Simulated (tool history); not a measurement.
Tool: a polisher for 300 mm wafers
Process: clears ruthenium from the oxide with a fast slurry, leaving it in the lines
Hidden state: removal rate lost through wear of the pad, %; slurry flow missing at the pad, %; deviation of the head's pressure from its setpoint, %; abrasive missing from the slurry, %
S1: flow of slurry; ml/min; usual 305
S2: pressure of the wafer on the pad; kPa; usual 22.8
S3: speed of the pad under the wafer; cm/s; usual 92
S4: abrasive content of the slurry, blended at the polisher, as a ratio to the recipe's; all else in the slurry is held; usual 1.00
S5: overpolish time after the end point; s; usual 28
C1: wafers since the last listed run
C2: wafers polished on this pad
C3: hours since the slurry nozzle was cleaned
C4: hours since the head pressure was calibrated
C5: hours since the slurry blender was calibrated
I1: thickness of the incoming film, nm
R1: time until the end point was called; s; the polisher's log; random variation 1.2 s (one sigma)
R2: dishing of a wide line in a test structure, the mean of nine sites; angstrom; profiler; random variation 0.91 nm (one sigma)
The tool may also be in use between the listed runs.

Run 1, hour 0.0: usual settings but S5 22 s; C1 0; C2 795; C3 219.8; C4 221.5; C5 262.8; I1 241.4. Result: R1 64.0 s, R2 561 angstrom.
Run 2, hour 163.8: usual settings; C1 1027; C2 1823; C3 383.6; C4 385.3; C5 426.6; I1 239.5. Result: R1 63.1 s, R2 665 angstrom.
Run 3, hour 251.5: usual settings; C1 550; C2 2373; C3 471.3; C4 473.0; C5 514.3; I1 244.3. Result: R1 64.3 s, R2 661 angstrom.
Run 4, hour 321.5: usual settings; C1 439; C2 2812; C3 541.3; C4 543.0; C5 584.3; I1 239.6. Result: R1 61.5 s, R2 667 angstrom.
At hour 399.7: slurry blender recalibrated.
At hour 417.5: slurry nozzle cleaned.
Run 5, hour 496.2: usual settings but S1 280 ml/min, S4 1.20; C1 1076; C2 3889; C3 78.7; C4 717.7; C5 96.5; I1 239.3. Result: R1 54.4 s, R2 707 angstrom.
At hour 508.0: worn pad replaced by a new one.
Run 6, hour 539.3: usual settings; C1 245; C2 196; C3 121.8; C4 760.8; C5 139.6; I1 244.1. Result: R1 61.2 s, R2 665 angstrom.
Run 7, hour 620.1: usual settings; C1 506; C2 702; C3 202.6; C4 841.6; C5 220.4; I1 241.7. Result: R1 63.4 s, R2 686 angstrom.
Run 8, hour 698.5: usual settings; C1 491; C2 1194; C3 281.0; C4 920.0; C5 298.8; I1 238.1. Result: R1 61.5 s, R2 686 angstrom.
At hour 714.3: head pressure recalibrated.
Run 9, hour 779.4: usual settings; C1 494; C2 1689; C3 361.9; C4 65.1; C5 379.7; I1 242.4. Result: R1 63.3 s, R2 653 angstrom.
Run 10, hour 838.7: usual settings; C1 371; C2 2061; C3 421.2; C4 124.4; C5 439.0; I1 243.8. Result: R1 63.4 s, R2 654 angstrom.
Run 11, hour 938.9: usual settings; C1 628; C2 2690; C3 521.4; C4 224.6; C5 539.2; I1 240.8. Result: R1 63.3 s, R2 670 angstrom.
At hour 985.6: slurry nozzle cleaned.
At hour 995.8: slurry blender recalibrated.
Run 12, hour 1024.2: usual settings but S1 360 ml/min, S2 26.9 kPa; C1 516; C2 3206; C3 38.6; C4 309.9; C5 28.4; I1 239.1. Result: R1 53.8 s, R2 744 angstrom.
At hour 1064.6: worn pad replaced by a new one.
Run 13, hour 1200.9: usual settings but S1 200 ml/min, S5 22 s; C1 1083; C2 854; C3 215.3; C4 486.6; C5 205.1; I1 239.5. Result: R1 62.3 s, R2 568 angstrom.
Run 14, hour 1267.1: usual settings; C1 415; C2 1270; C3 281.5; C4 552.8; C5 271.3; I1 241.4. Result: R1 60.5 s, R2 683 angstrom.
Run 15, hour 1372.2: usual settings; C1 659; C2 1929; C3 386.6; C4 657.9; C5 376.4; I1 235.3. Result: R1 62.3 s, R2 679 angstrom.
Run 16, hour 1455.4: usual settings; C1 521; C2 2451; C3 469.8; C4 741.1; C5 459.6; I1 242.3. Result: R1 59.9 s, R2 684 angstrom.
Run 17, hour 1529.2: usual settings but S1 200 ml/min, S5 22 s; C1 462; C2 2914; C3 543.6; C4 814.9; C5 533.4; I1 240.8. Result: R1 63.7 s, R2 571 angstrom.
At hour 1587.6: slurry nozzle cleaned.
Run 18, hour 1591.8: usual settings but S1 240 ml/min, S3 76 cm/s, S4 0.85; C1 386; C2 3300; C3 4.2; C4 877.5; C5 596.0; I1 240.8. Result: R1 74.8 s, R2 577 angstrom.
At hour 1613.5: slurry blender recalibrated.
Run 19, hour 1656.5: usual settings; C1 393; C2 3693; C3 68.9; C4 942.2; C5 43.0; I1 239.4. Result: R1 58.4 s, R2 687 angstrom.
At hour 1737.1: worn pad replaced by a new one.
Run 20, hour 1750.7: usual settings but S3 108 cm/s; C1 565; C2 85; C3 163.1; C4 1036.4; C5 137.2; I1 241.2. Result: R1 51.1 s, R2 745 angstrom.
At hour 1756.5: head pressure recalibrated.
Run 21, hour 1824.8: usual settings but S1 255 ml/min, S2 17.9 kPa; C1 452; C2 537; C3 237.2; C4 68.3; C5 211.3; I1 237.9. Result: R1 79.4 s, R2 562 angstrom.
Run 22, hour 1873.8: usual settings but S2 17.2 kPa, S4 0.90; C1 307; C2 844; C3 286.2; C4 117.3; C5 260.3; I1 237.0. Result: R1 85.6 s, R2 534 angstrom.
Run 23, hour 1954.0: usual settings but S1 355 ml/min, S4 1.25; C1 503; C2 1347; C3 366.4; C4 197.5; C5 340.5; I1 239.9. Result: R1 57.5 s, R2 709 angstrom.
Run 24, hour 2026.0: usual settings; C1 451; C2 1799; C3 438.4; C4 269.5; C5 412.5; I1 236.9. Result: R1 62.4 s, R2 656 angstrom.
Run 25, hour 2108.1: usual settings but S1 335 ml/min; C1 514; C2 2314; C3 520.5; C4 351.6; C5 494.6; I1 237.9. Result: R1 60.1 s, R2 655 angstrom.
At hour 2150.3: slurry nozzle cleaned.
Run 26, hour 2170.5: usual settings; C1 385; C2 2699; C3 20.2; C4 414.0; C5 557.0; I1 239.6. Result: R1 62.9 s, R2 673 angstrom.
Run 27, hour 2239.5: usual settings but S2 30.3 kPa, S3 106 cm/s, S4 1.15, S5 21 s; C1 432; C2 3132; C3 89.2; C4 483.0; C5 626.0; I1 241.4. Result: R1 40.0 s, R2 735 angstrom.
At hour 2269.2: slurry blender recalibrated.
Run 28, hour 2340.4: usual settings but S1 215 ml/min, S2 18.6 kPa, S3 120 cm/s, S4 0.90; C1 620; C2 3752; C3 190.1; C4 583.9; C5 71.2; I1 240.1. Result: R1 61.0 s, R2 675 angstrom.
Run 29, hour 2398.7: usual settings but S1 380 ml/min, S2 25.5 kPa, S3 104 cm/s; C1 365; C2 4118; C3 248.4; C4 642.2; C5 129.5; I1 239.0. Result: R1 49.9 s, R2 761 angstrom.

Forecast each of these 3 alternatives for the next run:
Run A, hour 2399.2: usual settings but S4 1.30; C1 3; C2 4121; C3 248.9; C4 642.7; C5 130.0; I1 242.8. Result: R1 ?, R2 ?.
Run B, hour 2399.2: usual settings but S2 20.7 kPa, S4 1.25; C1 3; C2 4121; C3 248.9; C4 642.7; C5 130.0; I1 242.8. Result: R1 ?, R2 ?.
Run C, hour 2399.2: usual settings but S3 76 cm/s; C1 3; C2 4121; C3 248.9; C4 642.7; C5 130.0; I1 242.8. Result: R1 ?, R2 ?.

run    R1   R2
  A  55.3  713
  B  60.6  673
  C  73.1  593
Without the tool's hidden state the same runs would have given:
run    R1   R2
  A  58.9  685
  B  64.6  645
  C  77.9  567
